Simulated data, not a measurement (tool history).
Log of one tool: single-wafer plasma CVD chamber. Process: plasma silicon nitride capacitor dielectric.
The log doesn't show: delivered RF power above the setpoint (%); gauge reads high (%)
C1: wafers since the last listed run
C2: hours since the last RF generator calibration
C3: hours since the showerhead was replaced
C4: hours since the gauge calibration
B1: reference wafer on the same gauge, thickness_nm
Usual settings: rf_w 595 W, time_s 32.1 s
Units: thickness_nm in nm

Run 1, hour 0: usual settings but rf_w 535 W, time_s 35.5 s; C1 0; C2 140; C3 4237.5; C4 835.2; B1 42.893. Result: thickness_nm 54.899 nm.
Run 2, hour 31.6: usual settings but rf_w 535 W, time_s 35.5 s; C1 791; C2 171.6; C3 4269.1; C4 866.8; B1 42.894. Result: thickness_nm 54.54 nm.
Run 3, hour 49.1: usual settings but rf_w 535 W, time_s 35.5 s; C1 438; C2 189.1; C3 4286.6; C4 884.3; B1 42.897. Result: thickness_nm 54.843 nm.
Run 4, hour 84.2: usual settings but rf_w 630 W, time_s 37.2 s; C1 878; C2 224.2; C3 4321.7; C4 919.4; B1 42.859. Result: thickness_nm 59.829 nm.
Run 5, hour 109: usual settings; C1 620; C2 249; C3 4346.5; C4 944.2; B1 42.911. Result: thickness_nm 50.755 nm.
Run 6, hour 134: usual settings; C1 625; C2 274; C3 4371.5; C4 969.2; B1 42.909. Result: thickness_nm 51.185 nm.
Run 7, hour 227.9: usual settings; C1 2350; C2 367.9; C3 4465.4; C4 1063.1; B1 42.901. Result: thickness_nm 50.692 nm.
Run 8, hour 256.6: usual settings; C1 718; C2 396.6; C3 4494.1; C4 1091.8; B1 42.931. Result: thickness_nm 50.531 nm.
Run 9, hour 290.4: usual settings but rf_w 560 W; C1 846; C2 430.4; C3 4527.9; C4 1125.6; B1 42.9. Result: thickness_nm 50.156 nm.
Run 10, hour 318: usual settings but rf_w 545 W; C1 691; C2 458; C3 4555.5; C4 1153.2; B1 42.889. Result: thickness_nm 49.616 nm.
Run 11, hour 350.7: usual settings but rf_w 545 W; C1 818; C2 490.7; C3 4588.2; C4 1185.9; B1 42.864. Result: thickness_nm 49.458 nm.
Run 12, hour 374.4: usual settings; C1 593; C2 514.4; C3 4611.9; C4 1209.6; B1 42.862. Result: thickness_nm 50.294 nm.
Run 13, hour 400.1: usual settings; C1 643; C2 540.1; C3 4637.6; C4 1235.3; B1 42.934. Result: thickness_nm 50.419 nm.
At hour 413.5: showerhead replaced.
Run 14, hour 426.3: usual settings but time_s 27.5 s; C1 455; C2 566.3; C3 12.8; C4 1261.5; B1 42.887. Result: thickness_nm 43.266 nm.
Run 15, hour 442.1: usual settings but time_s 27.5 s; C1 395; C2 582.1; C3 28.6; C4 1277.3; B1 42.872. Result: thickness_nm 43.628 nm.
Run 16, hour 471.5: usual settings but time_s 27.5 s; C1 736; C2 611.5; C3 58; C4 1306.7; B1 42.92. Result: thickness_nm 43.317 nm.
At hour 476.3: gauge calibrated.
Run 17, hour 521.3: usual settings but rf_w 530 W, time_s 33.4 s; C1 1246; C2 661.3; C3 107.8; C4 45; B1 42.908. Result: thickness_nm 50.816 nm.
Run 18, hour 553.9: usual settings but rf_w 530 W, time_s 33.4 s; C1 816; C2 693.9; C3 140.4; C4 77.6; B1 42.873. Result: thickness_nm 51.147 nm.
Run 19, hour 583.9: usual settings but rf_w 530 W, time_s 33.4 s; C1 751; C2 723.9; C3 170.4; C4 107.6; B1 42.868. Result: thickness_nm 51.237 nm.
Run 20, hour 616.2: usual settings; C1 808; C2 756.2; C3 202.7; C4 139.9; B1 42.923. Result: thickness_nm 50.043 nm.
Run 21, hour 647.8: usual settings; C1 791; C2 787.8; C3 234.3; C4 171.5; B1 42.901. Result: thickness_nm 50.4 nm.
Run 22, hour 663.1: usual settings but rf_w 700 W, time_s 36.7 s; C1 383; C2 803.1; C3 249.6; C4 186.8; B1 42.968. Result: thickness_nm 59.708 nm.
At hour 674.4: RF generator calibrated.
Run 23, hour 677.4: usual settings; C1 157; C2 3; C3 263.9; C4 201.1; B1 42.914. Result: thickness_nm 51.488 nm.
Run 24, hour 698.8: usual settings but rf_w 555 W, time_s 36.4 s; C1 535; C2 24.4; C3 285.3; C4 222.5; B1 42.846. Result: thickness_nm 57.264 nm.
Run 25, hour 720.5: usual settings but rf_w 480 W, time_s 29.1 s; C1 543; C2 46.1; C3 307; C4 244.2; B1 42.908. Result: thickness_nm 44.174 nm.
Run 26, hour 746.6: usual settings but rf_w 520 W, time_s 38.4 s; C1 653; C2 72.2; C3 333.1; C4 270.3; B1 42.882. Result: thickness_nm 59.269 nm.
Run 27, hour 777.8: usual settings but rf_w 535 W, time_s 35.5 s; C1 781; C2 103.4; C3 364.3; C4 301.5; B1 42.932. Result: thickness_nm 55.194 nm.
Run 28, hour 797.7: usual settings but time_s 27.9 s; C1 498; C2 123.3; C3 384.2; C4 321.4; B1 42.894. Result: thickness_nm 44.357 nm.
Run 29, hour 824.2: usual settings but rf_w 515 W, time_s 27.1 s; C1 663; C2 149.8; C3 410.7; C4 347.9; B1 42.95. Result: thickness_nm 41.527 nm.
Run 30, hour 841.6: usual settings but rf_w 530 W; C1 435; C2 167.2; C3 428.1; C4 365.3; B1 42.933. Result: thickness_nm 49.956 nm.
Run 31, hour 864.3: usual settings; C1 568; C2 189.9; C3 450.8; C4 388; B1 42.863. Result: thickness_nm 50.848 nm.
Run 32, hour 877.3: usual settings but rf_w 635 W; C1 325; C2 202.9; C3 463.8; C4 401; B1 42.862. Result: thickness_nm 51.651 nm.
Run 33, hour 898.7: usual settings; C1 535; C2 224.3; C3 485.2; C4 422.4; B1 42.887. Result: thickness_nm 50.765 nm.
Run 34, hour 933.3: usual settings but rf_w 525 W, time_s 30.2 s; C1 866; C2 258.9; C3 519.8; C4 457; B1 42.855. Result: thickness_nm 46.5 nm.
Run 35, hour 955: usual settings but rf_w 695 W; C1 543; C2 280.6; C3 541.5; C4 478.7; B1 42.855. Result: thickness_nm 52.498 nm.
Run 36, hour 1052.6: usual settings but time_s 27.3 s; C1 2443; C2 378.2; C3 639.1; C4 576.3; B1 42.913. Result: thickness_nm 42.997 nm.
Run 37, hour 1085.4: usual settings but rf_w 510 W, time_s 27.8 s; C1 821; C2 411; C3 671.9; C4 609.1; B1 42.917. Result: thickness_nm 42.371 nm.
Run 38, hour 1100.4: usual settings but rf_w 670 W, time_s 26.2 s; C1 375; C2 426; C3 686.9; C4 624.1; B1 42.894. Result: thickness_nm 42.212 nm.
Run 39, hour 1119.9: usual settings but rf_w 525 W; C1 488; C2 445.5; C3 706.4; C4 643.6; B1 42.862. Result: thickness_nm 49.059 nm.
Run 40, hour 1132.8: usual settings but rf_w 700 W, time_s 27.3 s; C1 322; C2 458.4; C3 719.3; C4 656.5; B1 42.887. Result: thickness_nm 44.733 nm.
Run 41, hour 1161: usual settings but rf_w 480 W, time_s 26.2 s; C1 706; C2 486.6; C3 747.5; C4 684.7; B1 42.895. Result: thickness_nm 39.561 nm.
Run 42, hour 1173: usual settings but rf_w 545 W, time_s 26.4 s; C1 300; C2 498.6; C3 759.5; C4 696.7; B1 42.922. Result: thickness_nm 40.829 nm.

Some steps in thickness_nm between neighbouring runs. How much of each would the tool show without its hidden state too (settings, what came in, random variation), and how much is left for the hidden state, with any gauge scatter that isn't in both results?
Run 16 -> 17: rf_w 595 -> 530, time_s 27.5 -> 33.4, gauge calibrated. thickness_nm +7.499 nm: hidden state -0.171, all else +7.67.
Run 21 -> 22: rf_w 595 -> 700, time_s 32.1 -> 36.7. thickness_nm +9.308 nm: hidden state -0.202, all else +9.51.
Run 22 -> 23: rf_w 700 -> 595, time_s 36.7 -> 32.1, RF generator calibrated. thickness_nm -8.22 nm: hidden state +1.176, all else -9.396.
Run 24 -> 25: rf_w 555 -> 480, time_s 36.4 -> 29.1. thickness_nm -13.09 nm: hidden state -0.015, all else -13.075.
Run 25 -> 26: rf_w 480 -> 520, time_s 29.1 -> 38.4. thickness_nm +15.095 nm: hidden state -0.161, all else +15.256.
Run 27 -> 28: rf_w 535 -> 595, time_s 35.5 -> 27.9. thickness_nm -10.837 nm: hidden state +0.043, all else -10.88.

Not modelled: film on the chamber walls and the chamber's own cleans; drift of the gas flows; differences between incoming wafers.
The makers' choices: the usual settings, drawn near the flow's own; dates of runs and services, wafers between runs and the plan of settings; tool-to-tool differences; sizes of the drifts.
